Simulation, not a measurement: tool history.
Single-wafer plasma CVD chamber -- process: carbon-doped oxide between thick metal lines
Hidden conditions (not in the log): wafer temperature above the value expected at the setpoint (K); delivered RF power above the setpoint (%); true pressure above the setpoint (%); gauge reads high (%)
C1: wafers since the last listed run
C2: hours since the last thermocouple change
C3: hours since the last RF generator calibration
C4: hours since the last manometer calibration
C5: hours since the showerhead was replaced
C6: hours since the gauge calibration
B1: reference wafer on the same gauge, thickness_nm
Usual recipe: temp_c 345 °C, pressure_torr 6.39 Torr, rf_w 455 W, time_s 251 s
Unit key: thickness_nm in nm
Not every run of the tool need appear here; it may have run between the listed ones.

Run 1, hour 0.0: usual settings but temp_c 354 °C; C1 0; C2 0.5; C3 654.3; C4 1658.3; C5 5784.4; C6 266.3; B1 1459.753. Result: thickness_nm 1163.499 nm.
Run 2, hour 4.1: usual settings but temp_c 354 °C; C1 32; C2 4.6; C3 658.4; C4 1662.4; C5 5788.5; C6 270.4; B1 1460.103. Result: thickness_nm 1167.102 nm.
Run 3, hour 14.5: usual settings but temp_c 354 °C; C1 82; C2 15.0; C3 668.8; C4 1672.8; C5 5798.9; C6 280.8; B1 1459.975. Result: thickness_nm 1162.183 nm.
Run 4, hour 31.9: usual settings; C1 138; C2 32.4; C3 686.2; C4 1690.2; C5 5816.3; C6 298.2; B1 1460.466. Result: thickness_nm 1189.823 nm.
Run 5, hour 49.6: usual settings; C1 140; C2 50.1; C3 703.9; C4 1707.9; C5 5834.0; C6 315.9; B1 1460.027. Result: thickness_nm 1188.677 nm.
Run 6, hour 57.6: usual settings; C1 63; C2 58.1; C3 711.9; C4 1715.9; C5 5842.0; C6 323.9; B1 1459.485. Result: thickness_nm 1188.199 nm.
Run 7, hour 64.9: usual settings; C1 58; C2 65.4; C3 719.2; C4 1723.2; C5 5849.3; C6 331.2; B1 1459.847. Result: thickness_nm 1189.262 nm.
Run 8, hour 80.3: usual settings but temp_c 359 °C, rf_w 515 W, time_s 270 s; C1 122; C2 80.8; C3 734.6; C4 1738.6; C5 5864.7; C6 346.6; B1 1459.704. Result: thickness_nm 1319.126 nm.
Run 9, hour 96.8: usual settings but rf_w 520 W; C1 131; C2 97.3; C3 751.1; C4 1755.1; C5 5881.2; C6 363.1; B1 1460.156. Result: thickness_nm 1276.813 nm.
At hour 108.1: gauge calibrated.
Run 10, hour 110.5: usual settings but temp_c 351 °C, pressure_torr 5.17 Torr, rf_w 375 W; C1 108; C2 111.0; C3 764.8; C4 1768.8; C5 5894.9; C6 2.4; B1 1459.707. Result: thickness_nm 997.105 nm.
Run 11, hour 120.1: usual settings; C1 76; C2 120.6; C3 774.4; C4 1778.4; C5 5904.5; C6 12.0; B1 1459.623. Result: thickness_nm 1188.984 nm.
Run 12, hour 136.3: usual settings but temp_c 349 °C, rf_w 410 W, time_s 226 s; C1 128; C2 136.8; C3 790.6; C4 1794.6; C5 5920.7; C6 28.2; B1 1459.926. Result: thickness_nm 1002.116 nm.
At hour 147.1: showerhead replaced.
At hour 151.6: capacitance manometer re-zeroed and calibrated.
Run 13, hour 152.1: usual settings but temp_c 341 °C; C1 26; C2 152.6; C3 806.4; C4 0.5; C5 5.0; C6 44.0; B1 1460.028. Result: thickness_nm 1200.476 nm.
Run 14, hour 154.2: usual settings but rf_w 545 W; C1 16; C2 154.7; C3 808.5; C4 2.6; C5 7.1; C6 46.1; B1 1459.669. Result: thickness_nm 1301.845 nm.
Run 15, hour 166.2: usual settings but rf_w 505 W, time_s 230 s; C1 95; C2 166.7; C3 820.5; C4 14.6; C5 19.1; C6 58.1; B1 1460.134. Result: thickness_nm 1150.625 nm.
Run 16, hour 182.7: usual settings but pressure_torr 5.29 Torr, rf_w 485 W, time_s 228 s; C1 131; C2 183.2; C3 837.0; C4 31.1; C5 35.6; C6 74.6; B1 1460.141. Result: thickness_nm 1064.190 nm.
At hour 198.6: RF generator calibrated.
Run 17, hour 199.1: usual settings but temp_c 352 °C, time_s 227 s; C1 66; C2 199.6; C3 0.5; C4 47.5; C5 52.0; C6 91.0; B1 1460.426. Result: thickness_nm 1096.736 nm.
Run 18, hour 206.5: usual settings; C1 58; C2 207.0; C3 7.9; C4 54.9; C5 59.4; C6 98.4; B1 1459.896. Result: thickness_nm 1233.142 nm.
Run 19, hour 235.1: usual settings; C1 227; C2 235.6; C3 36.5; C4 83.5; C5 88.0; C6 127.0; B1 1459.980. Result: thickness_nm 1229.554 nm.
Run 20, hour 242.8: usual settings but rf_w 425 W, time_s 281 s; C1 61; C2 243.3; C3 44.2; C4 91.2; C5 95.7; C6 134.7; B1 1459.844. Result: thickness_nm 1322.076 nm.
Run 21, hour 252.5: usual settings; C1 77; C2 253.0; C3 53.9; C4 100.9; C5 105.4; C6 144.4; B1 1459.352. Result: thickness_nm 1219.430 nm.
Run 22, hour 268.5: usual settings but temp_c 358 °C, pressure_torr 5.06 Torr, rf_w 405 W, time_s 279 s; C1 127; C2 269.0; C3 69.9; C4 116.9; C5 121.4; C6 160.4; B1 1460.445. Result: thickness_nm 1165.100 nm.
Run 23, hour 281.4: usual settings but pressure_torr 7.21 Torr, rf_w 365 W, time_s 233 s; C1 102; C2 281.9; C3 82.8; C4 129.8; C5 134.3; C6 173.3; B1 1459.814. Result: thickness_nm 1024.414 nm.
Run 24, hour 290.0: usual settings; C1 68; C2 290.5; C3 91.4; C4 138.4; C5 142.9; C6 181.9; B1 1459.584. Result: thickness_nm 1219.913 nm.
Run 25, hour 301.8: usual settings; C1 93; C2 302.3; C3 103.2; C4 150.2; C5 154.7; C6 193.7; B1 1459.778. Result: thickness_nm 1214.894 nm.
Run 26, hour 309.9: usual settings; C1 64; C2 310.4; C3 111.3; C4 158.3; C5 162.8; C6 201.8; B1 1459.358. Result: thickness_nm 1215.886 nm.
Run 27, hour 321.3: usual settings but rf_w 370 W; C1 90; C2 321.8; C3 122.7; C4 169.7; C5 174.2; C6 213.2; B1 1459.952. Result: thickness_nm 1089.430 nm.

Here are 5 independent what-if runs from the current tool condition. What would each one return?
Run A, hour 321.8: usual settings but rf_w 375 W; C1 3; C2 322.3; C3 123.2; C4 170.2; C5 174.7; C6 213.7; B1 ?. Result: thickness_nm ?.
Run B, hour 321.8: usual settings but rf_w 400 W, time_s 218 s; C1 3; C2 322.3; C3 123.2; C4 170.2; C5 174.7; C6 213.7; B1 ?. Result: thickness_nm ?.
Run C, hour 321.8: usual settings but time_s 223 s; C1 3; C2 322.3; C3 123.2; C4 170.2; C5 174.7; C6 213.7; B1 ?. Result: thickness_nm ?.
Run D, hour 321.8: usual settings but temp_c 357 °C, rf_w 375 W; C1 3; C2 322.3; C3 123.2; C4 170.2; C5 174.7; C6 213.7; B1 ?. Result: thickness_nm ?.
Run E, hour 321.8: usual settings but pressure_torr 5.86 Torr, rf_w 545 W, time_s 281 s; C1 3; C2 322.3; C3 123.2; C4 170.2; C5 174.7; C6 213.7; B1 ?. Result: thickness_nm ?.

run        B1  thickness_nm
  A  1460.162      1095.798
  B  1460.162       984.821
  C  1460.162      1079.727
  D  1460.162      1066.593
  E  1460.162      1459.758
Take away the tool's hidden state, keep each run's random variation, and the runs would have read:
run  thickness_nm
  A      1112.879
  B      1000.173
  C      1096.447
  D      1083.220
  E      1478.922
